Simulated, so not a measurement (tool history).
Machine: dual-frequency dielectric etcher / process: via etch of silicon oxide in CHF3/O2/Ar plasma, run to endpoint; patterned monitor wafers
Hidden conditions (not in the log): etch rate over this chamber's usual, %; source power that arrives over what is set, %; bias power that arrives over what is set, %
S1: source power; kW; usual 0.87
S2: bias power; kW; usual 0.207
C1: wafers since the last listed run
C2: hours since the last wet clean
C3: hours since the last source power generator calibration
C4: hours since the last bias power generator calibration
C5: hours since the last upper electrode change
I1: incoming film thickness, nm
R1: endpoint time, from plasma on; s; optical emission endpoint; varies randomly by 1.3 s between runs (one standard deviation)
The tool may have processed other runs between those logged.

| run | hour | S1 | S2 | C1 | C2 | C3 | C4 | C5 | I1 | R1 |
|---|---|---|---|---|---|---|---|---|---|---|
| 1 | 0 | 0.87 | 0.22 | 0 | 484.3 | 2178.9 | 4155.3 | 4501.1 | 391.8 | 163.7 |
|  | 3.4 | wet clean of the chamber |
| 2 | 39.3 | 0.87 | 0.22 | 134 | 35.9 | 2218.2 | 4194.6 | 4540.4 | 393.1 | 156.6 |
| 3 | 67.5 | 0.87 | 0.22 | 105 | 64.1 | 2246.4 | 4222.8 | 4568.6 | 392.2 | 157.2 |
| 4 | 136.9 | 0.87 | 0.169 | 260 | 133.5 | 2315.8 | 4292.2 | 4638 | 392.9 | 176.9 |
| 5 | 198.4 | 0.87 | 0.169 | 230 | 195 | 2377.3 | 4353.7 | 4699.5 | 396.8 | 181.1 |
| 6 | 255.9 | 0.87 | 0.169 | 215 | 252.5 | 2434.8 | 4411.2 | 4757 | 393.9 | 179 |
| 7 | 318.4 | 1.03 | 0.207 | 234 | 315 | 2497.3 | 4473.7 | 4819.5 | 394.8 | 151.1 |
|  | 338.6 | source power generator calibrated |
| 8 | 348.6 | 1.03 | 0.207 | 98 | 345.2 | 10 | 4503.9 | 4849.7 | 394.3 | 156.2 |
| 9 | 383.5 | 1.03 | 0.207 | 130 | 380.1 | 44.9 | 4538.8 | 4884.6 | 392.1 | 154.6 |
|  | 452.6 | wet clean of the chamber |
| 10 | 453.1 | 0.87 | 0.207 | 171 | 0.5 | 114.5 | 4608.4 | 4954.2 | 390.4 | 160.6 |
| 11 | 465.2 | 0.87 | 0.189 | 45 | 12.6 | 126.6 | 4620.5 | 4966.3 | 394 | 170.1 |
| 12 | 515.1 | 0.7 | 0.161 | 187 | 62.5 | 176.5 | 4670.4 | 5016.2 | 392.9 | 198.4 |
| 13 | 586.4 | 0.99 | 0.229 | 267 | 133.8 | 247.8 | 4741.7 | 5087.5 | 394.6 | 147.2 |
|  | 615.1 | bias power generator calibrated |
|  | 616.7 | upper electrode replaced |
| 14 | 632.5 | 0.69 | 0.207 | 152 | 179.9 | 293.9 | 17.4 | 15.8 | 390 | 182.1 |
| 15 | 701.5 | 0.87 | 0.207 | 258 | 248.9 | 362.9 | 86.4 | 84.8 | 392.1 | 164.6 |
| 16 | 740.2 | 0.74 | 0.22 | 145 | 287.6 | 401.6 | 125.1 | 123.5 | 392.1 | 171.8 |
| 17 | 777.4 | 0.87 | 0.177 | 139 | 324.8 | 438.8 | 162.3 | 160.7 | 392.4 | 176.5 |
| 18 | 842.1 | 0.87 | 0.223 | 242 | 389.5 | 503.5 | 227 | 225.4 | 394.2 | 164.1 |
|  | 889.2 | wet clean of the chamber |
| 19 | 890.9 | 0.81 | 0.229 | 93 | 1.7 | 552.3 | 275.8 | 274.2 | 393.3 | 159.3 |
| 20 | 938.7 | 0.87 | 0.207 | 179 | 49.5 | 600.1 | 323.6 | 322 | 393.9 | 161.7 |
| 21 | 1010.5 | 0.87 | 0.207 | 269 | 121.3 | 671.9 | 395.4 | 393.8 | 389.8 | 159.8 |
| 22 | 1071.4 | 0.68 | 0.158 | 228 | 182.2 | 732.8 | 456.3 | 454.7 | 393.8 | 203.8 |

Consider 3 possible next runs. They are alternatives, not a sequence: every one starts from the tool as it was left by run 22. What does each give?
| A | 1071.9 | 0.95 | 0.207 | 1 | 182.7 | 733.3 | 456.8 | 455.2 | 393.6 | ? |
| B | 1071.9 | 0.87 | 0.183 | 1 | 182.7 | 733.3 | 456.8 | 455.2 | 393.6 | ? |
| C | 1071.9 | 0.87 | 0.18 | 1 | 182.7 | 733.3 | 456.8 | 455.2 | 393.6 | ? |

| run | R1 |
|---|---|
| A | 157.5 |
| B | 172.6 |
| C | 173.8 |
With the hidden condition removed and each run's random variation left untouched, the same runs would have given:
| run | R1 |
|---|---|
| A | 155.3 |
| B | 170.2 |
| C | 171.4 |

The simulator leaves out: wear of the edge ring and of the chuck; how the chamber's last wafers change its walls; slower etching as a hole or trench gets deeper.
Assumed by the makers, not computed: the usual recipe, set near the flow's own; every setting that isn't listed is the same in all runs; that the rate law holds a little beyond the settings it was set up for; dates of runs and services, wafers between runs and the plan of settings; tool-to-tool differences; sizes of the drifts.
